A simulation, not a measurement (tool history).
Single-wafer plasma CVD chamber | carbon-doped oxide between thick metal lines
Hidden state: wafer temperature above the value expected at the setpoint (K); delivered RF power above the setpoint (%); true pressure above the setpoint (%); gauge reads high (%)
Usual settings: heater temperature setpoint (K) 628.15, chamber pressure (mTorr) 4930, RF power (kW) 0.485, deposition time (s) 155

run    hour  heater temperature setpoint (K)  chamber pressure (mTorr)  RF power (kW)  deposition time (s)  wafers since the last listed run  hours since the last thermocouple change  hours since the last RF generator calibration  hours since the last manometer calibration  hours since the showerhead was replaced  hours since the gauge calibration  read-back reference wafer on the same gauge, thickness_nm  mean film thickness on the monitor wafer (angstrom)
  1     0.0                           628.15                      4930          0.485                  155                                 0                                    1057.1                                         1219.5                                        31.2                                   4140.9                              452.0                                                    744.560                                              7076.70
  2    56.8                           628.15                      4930          0.485                  155                               427                                    1113.9                                         1276.3                                        88.0                                   4197.7                              508.8                                                    743.855                                              7093.67
  3   163.2                           628.15                      4930          0.485                  155                               801                                    1220.3                                         1382.7                                       194.4                                   4304.1                              615.2                                                    746.060                                              7022.55
  4   254.5                           628.15                      4930          0.485                  155                               687                                    1311.6                                         1474.0                                       285.7                                   4395.4                              706.5                                                    745.214                                              7020.55
  5   311.1                           628.15                      4930          0.485                  155                               426                                    1368.2                                         1530.6                                       342.3                                   4452.0                              763.1                                                    746.303                                              7050.63
  6   356.2                           628.15                      4930          0.410                  155                               339                                    1413.3                                         1575.7                                       387.4                                   4497.1                              808.2                                                    744.273                                              6066.06
  7   426.9                           628.15                      4930          0.485                  138                               532                                    1484.0                                         1646.4                                       458.1                                   4567.8                              878.9                                                    745.835                                              6253.38
  8   507.2                           628.15                      4930          0.485                  138                               604                                    1564.3                                         1726.7                                       538.4                                   4648.1                              959.2                                                    746.214                                              6252.43
  9   559.8                           628.15                      4930          0.485                  138                               396                                    1616.9                                         1779.3                                       591.0                                   4700.7                             1011.8                                                    744.956                                              6222.57
 10   647.9                           628.15                      4930          0.485                  155                               663                                    1705.0                                         1867.4                                       679.1                                   4788.8                             1099.9                                                    743.097                                              7019.10
 11   707.7                           628.15                      4930          0.485                  155                               450                                    1764.8                                         1927.2                                       738.9                                   4848.6                             1159.7                                                    745.012                                              7006.01
      773.3  -- showerhead replaced
 12   804.4                           628.15                      5420          0.450                  155                               667                                    1861.5                                         2023.9                                       835.6                                     31.1                             1256.4                                                    745.658                                              6708.73
 13   867.5                           628.15                      4930          0.485                  155                               475                                    1924.6                                         2087.0                                       898.7                                     94.2                             1319.5                                                    744.671                                              6995.66
 14   974.6                           615.15                      4930          0.485                  155                               806                                    2031.7                                         2194.1                                      1005.8                                    201.3                             1426.6                                                    745.017                                              7249.82
 15  1019.6                           637.15                      4060          0.445                  177                               338                                    2076.7                                         2239.1                                      1050.8                                    246.3                             1471.6                                                    745.198                                              7070.03
 16  1073.2                           622.15                      4930          0.485                  155                               403                                    2130.3                                         2292.7                                      1104.4                                    299.9                             1525.2                                                    744.809                                              7122.24
 17  1159.8                           624.15                      4180          0.530                  127                               652                                    2216.9                                         2379.3                                      1191.0                                    386.5                             1611.8                                                    745.737                                              6064.39
     1258.3  -- capacitance manometer re-zeroed and calibrated
     1282.4  -- RF generator calibrated
 18  1291.1                           628.15                      5330          0.485                  155                               868                                    2348.2                                            8.7                                        32.8                                    517.8                             1743.1                                                    744.272                                              7488.30
 19  1395.5                           628.15                      5510          0.485                  165                               786                                    2452.6                                          113.1                                       137.2                                    622.2                             1847.5                                                    743.855                                              7998.13
 20  1462.3                           628.15                      4930          0.485                  155                               503                                    2519.4                                          179.9                                       204.0                                    689.0                             1914.3                                                    745.763                                              7299.28
     1497.2  -- thermocouple changed; heater temperature recalibrated
 21  1540.1                           614.15                      4930          0.540                  155                               525                                      42.9                                          257.7                                       281.8                                    766.8                             1992.1                                                    746.560                                              8133.02

Run 22 comes next. What will it give?
     1547.3  -- gauge calibrated
 22  1643.2                           634.15                      4420          0.435                  135                               776                                     146.0                                          360.8                                       384.9                                    869.9                               95.9                                                          ?                                                    ?

{"run 22": {"read-back reference wafer on the same gauge, thickness_nm": 743.895, "mean film thickness on the monitor wafer (angstrom)": 5595.53}}
Without the tool's hidden state the same run would have given mean film thickness on the monitor wafer (angstrom) 5791.78.

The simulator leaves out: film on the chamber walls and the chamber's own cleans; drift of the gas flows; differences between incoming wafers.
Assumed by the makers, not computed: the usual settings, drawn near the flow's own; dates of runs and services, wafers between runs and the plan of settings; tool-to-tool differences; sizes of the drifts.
